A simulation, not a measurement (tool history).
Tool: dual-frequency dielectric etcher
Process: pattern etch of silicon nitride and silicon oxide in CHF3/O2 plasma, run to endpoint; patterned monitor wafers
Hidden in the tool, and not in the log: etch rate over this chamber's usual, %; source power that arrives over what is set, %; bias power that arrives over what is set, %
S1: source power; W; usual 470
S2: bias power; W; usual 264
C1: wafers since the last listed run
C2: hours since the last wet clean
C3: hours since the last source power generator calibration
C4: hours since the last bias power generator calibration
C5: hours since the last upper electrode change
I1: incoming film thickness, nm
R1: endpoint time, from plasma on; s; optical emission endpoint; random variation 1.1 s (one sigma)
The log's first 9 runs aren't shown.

run	day	S1	S2	C1	C2	C3	C4	C5	I1	R1
10	7.812	470	264	82	257.4	58.1	3824	88.7	185.3	121.2
11	8.858	470	264	149	282.5	83.2	3849.1	113.8	185.9	121.9
12	10.154	470	316	184	313.6	114.3	3880.2	144.9	185.1	113
13	11.092	470	316	133	336.1	136.8	3902.7	167.4	186.7	117
14	11.879	470	264	112	355	155.7	3921.6	186.3	186.6	123
15	13.204	400	218	189	386.8	187.5	3953.4	218.1	185.6	142.3
# day 14.617: bias power generator calibrated
16	15.046	510	235	238	431	231.7	10.3	262.3	187	122.6
17	15.571	470	228	74	443.6	244.3	22.9	274.9	186.6	128.9
# day 16.975: wet clean of the chamber
18	16.996	520	294	60	0.5	278.5	57.1	309.1	185.9	108.9
19	17.008	470	264	1	0.8	278.8	57.4	309.4	185.3	117.9
20	17.717	430	220	101	17.8	295.8	74.4	326.4	185.1	131.7
21	18.879	470	212	165	45.7	323.7	102.3	354.3	184.2	125.8

Forecast run 22:
22	20.004	400	284	160	72.7	350.7	129.3	381.3	186.9	?

R1: 127 s
Without the tool's hidden state the same run would have given R1 126 s.
